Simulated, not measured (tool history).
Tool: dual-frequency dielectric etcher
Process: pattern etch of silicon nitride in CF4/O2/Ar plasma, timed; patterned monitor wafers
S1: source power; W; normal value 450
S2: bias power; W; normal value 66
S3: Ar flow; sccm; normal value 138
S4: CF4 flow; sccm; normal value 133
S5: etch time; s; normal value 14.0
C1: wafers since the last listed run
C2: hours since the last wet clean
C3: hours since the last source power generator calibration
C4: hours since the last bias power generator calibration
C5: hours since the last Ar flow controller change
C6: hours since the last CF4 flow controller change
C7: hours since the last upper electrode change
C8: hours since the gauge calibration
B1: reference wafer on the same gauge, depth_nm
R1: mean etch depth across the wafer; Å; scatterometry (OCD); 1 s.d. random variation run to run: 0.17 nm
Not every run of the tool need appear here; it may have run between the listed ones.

| run | hour | S1 | S2 | S3 | S4 | S5 | C1 | C2 | C3 | C4 | C5 | C6 | C7 | C8 | B1 | R1 |
|---|---|---|---|---|---|---|---|---|---|---|---|---|---|---|---|---|
| 1 | 0.0 | 450 | 66 | 138 | 133 | 14.0 | 0 | 420.8 | 3516.4 | 2494.1 | 1794.1 | 325.2 | 6320.8 | 1835.7 | 23.85 | 271.3 |
|  | 40.8 | gauge calibrated |
|  | 75.9 | Ar flow controller replaced |
| 2 | 76.4 | 450 | 66 | 138 | 133 | 14.0 | 1093 | 497.2 | 3592.8 | 2570.5 | 0.5 | 401.6 | 6397.2 | 35.6 | 23.88 | 267.9 |
| 3 | 126.3 | 450 | 66 | 138 | 133 | 14.0 | 775 | 547.1 | 3642.7 | 2620.4 | 50.4 | 451.5 | 6447.1 | 85.5 | 23.94 | 268.8 |
|  | 186.5 | wet clean of the chamber |
| 4 | 203.0 | 450 | 66 | 138 | 116 | 10.5 | 818 | 16.5 | 3719.4 | 2697.1 | 127.1 | 528.2 | 6523.8 | 162.2 | 23.95 | 201.7 |
| 5 | 283.5 | 450 | 66 | 138 | 109 | 14.0 | 1250 | 97.0 | 3799.9 | 2777.6 | 207.6 | 608.7 | 6604.3 | 242.7 | 23.92 | 263.1 |
|  | 394.1 | source power generator calibrated |
|  | 426.0 | upper electrode replaced |
| 6 | 555.4 | 450 | 66 | 138 | 111 | 14.0 | 3788 | 368.9 | 161.3 | 3049.5 | 479.5 | 880.6 | 129.4 | 514.6 | 23.87 | 260.6 |
| 7 | 650.2 | 450 | 66 | 138 | 147 | 11.5 | 1472 | 463.7 | 256.1 | 3144.3 | 574.3 | 975.4 | 224.2 | 609.4 | 23.91 | 223.3 |
| 8 | 705.0 | 520 | 66 | 138 | 133 | 14.0 | 851 | 518.5 | 310.9 | 3199.1 | 629.1 | 1030.2 | 279.0 | 664.2 | 23.93 | 296.0 |
| 9 | 744.6 | 450 | 66 | 138 | 133 | 14.0 | 615 | 558.1 | 350.5 | 3238.7 | 668.7 | 1069.8 | 318.6 | 703.8 | 23.88 | 270.0 |
|  | 772.7 | wet clean of the chamber |
|  | 823.0 | bias power generator calibrated |
| 10 | 839.7 | 450 | 66 | 138 | 133 | 14.0 | 1042 | 67.0 | 445.6 | 16.7 | 763.8 | 1164.9 | 413.7 | 798.9 | 23.93 | 266.7 |
| 11 | 900.7 | 360 | 66 | 116 | 163 | 11.5 | 947 | 128.0 | 506.6 | 77.7 | 824.8 | 1225.9 | 474.7 | 859.9 | 23.85 | 199.9 |
| 12 | 945.6 | 390 | 52 | 114 | 133 | 11.0 | 697 | 172.9 | 551.5 | 122.6 | 869.7 | 1270.8 | 519.6 | 904.8 | 23.92 | 188.3 |
| 13 | 1042.3 | 450 | 66 | 138 | 118 | 11.0 | 1502 | 269.6 | 648.2 | 219.3 | 966.4 | 1367.5 | 616.3 | 1001.5 | 23.93 | 208.3 |
| 14 | 1128.5 | 450 | 66 | 138 | 133 | 14.0 | 1339 | 355.8 | 734.4 | 305.5 | 1052.6 | 1453.7 | 702.5 | 1087.7 | 23.93 | 267.7 |
| 15 | 1172.3 | 450 | 66 | 162 | 160 | 17.0 | 680 | 399.6 | 778.2 | 349.3 | 1096.4 | 1497.5 | 746.3 | 1131.5 | 23.94 | 326.8 |
| 16 | 1231.5 | 340 | 66 | 138 | 133 | 14.0 | 919 | 458.8 | 837.4 | 408.5 | 1155.6 | 1556.7 | 805.5 | 1190.7 | 23.99 | 226.6 |
| 17 | 1303.7 | 500 | 57 | 138 | 114 | 14.0 | 1121 | 531.0 | 909.6 | 480.7 | 1227.8 | 1628.9 | 877.7 | 1262.9 | 23.95 | 275.2 |
| 18 | 1360.1 | 450 | 66 | 138 | 133 | 12.5 | 876 | 587.4 | 966.0 | 537.1 | 1284.2 | 1685.3 | 934.1 | 1319.3 | 23.84 | 243.4 |
|  | 1445.6 | wet clean of the chamber |
| 19 | 1462.9 | 450 | 55 | 138 | 119 | 14.0 | 1224 | 17.3 | 1068.8 | 639.9 | 1387.0 | 1788.1 | 1036.9 | 1422.1 | 23.99 | 256.1 |
| 20 | 1537.0 | 450 | 71 | 138 | 133 | 12.0 | 1151 | 91.4 | 1142.9 | 714.0 | 1461.1 | 1862.2 | 1111.0 | 1496.2 | 23.86 | 234.2 |

What if the next run were any one of these 5? Each begins from the tool's condition after run 20:
| A | 1537.4 | 450 | 66 | 165 | 133 | 14.0 | 6 | 91.8 | 1143.3 | 714.4 | 1461.5 | 1862.6 | 1111.4 | 1496.6 | ? | ? |
| B | 1537.4 | 390 | 74 | 147 | 157 | 14.0 | 6 | 91.8 | 1143.3 | 714.4 | 1461.5 | 1862.6 | 1111.4 | 1496.6 | ? | ? |
| C | 1537.4 | 530 | 77 | 111 | 133 | 14.0 | 6 | 91.8 | 1143.3 | 714.4 | 1461.5 | 1862.6 | 1111.4 | 1496.6 | ? | ? |
| D | 1537.4 | 450 | 75 | 138 | 133 | 16.5 | 6 | 91.8 | 1143.3 | 714.4 | 1461.5 | 1862.6 | 1111.4 | 1496.6 | ? | ? |
| E | 1537.4 | 450 | 66 | 138 | 146 | 14.0 | 6 | 91.8 | 1143.3 | 714.4 | 1461.5 | 1862.6 | 1111.4 | 1496.6 | ? | ? |

| run | B1 | R1 |
|---|---|---|
| A | 23.92 | 266.0 |
| B | 23.92 | 255.3 |
| C | 23.92 | 318.3 |
| D | 23.92 | 327.9 |
| E | 23.92 | 273.2 |
Without the tool's unlogged condition, the same runs would have read:
| run | R1 |
|---|---|
| A | 266.0 |
| B | 255.3 |
| C | 318.3 |
| D | 327.9 |
| E | 273.2 |

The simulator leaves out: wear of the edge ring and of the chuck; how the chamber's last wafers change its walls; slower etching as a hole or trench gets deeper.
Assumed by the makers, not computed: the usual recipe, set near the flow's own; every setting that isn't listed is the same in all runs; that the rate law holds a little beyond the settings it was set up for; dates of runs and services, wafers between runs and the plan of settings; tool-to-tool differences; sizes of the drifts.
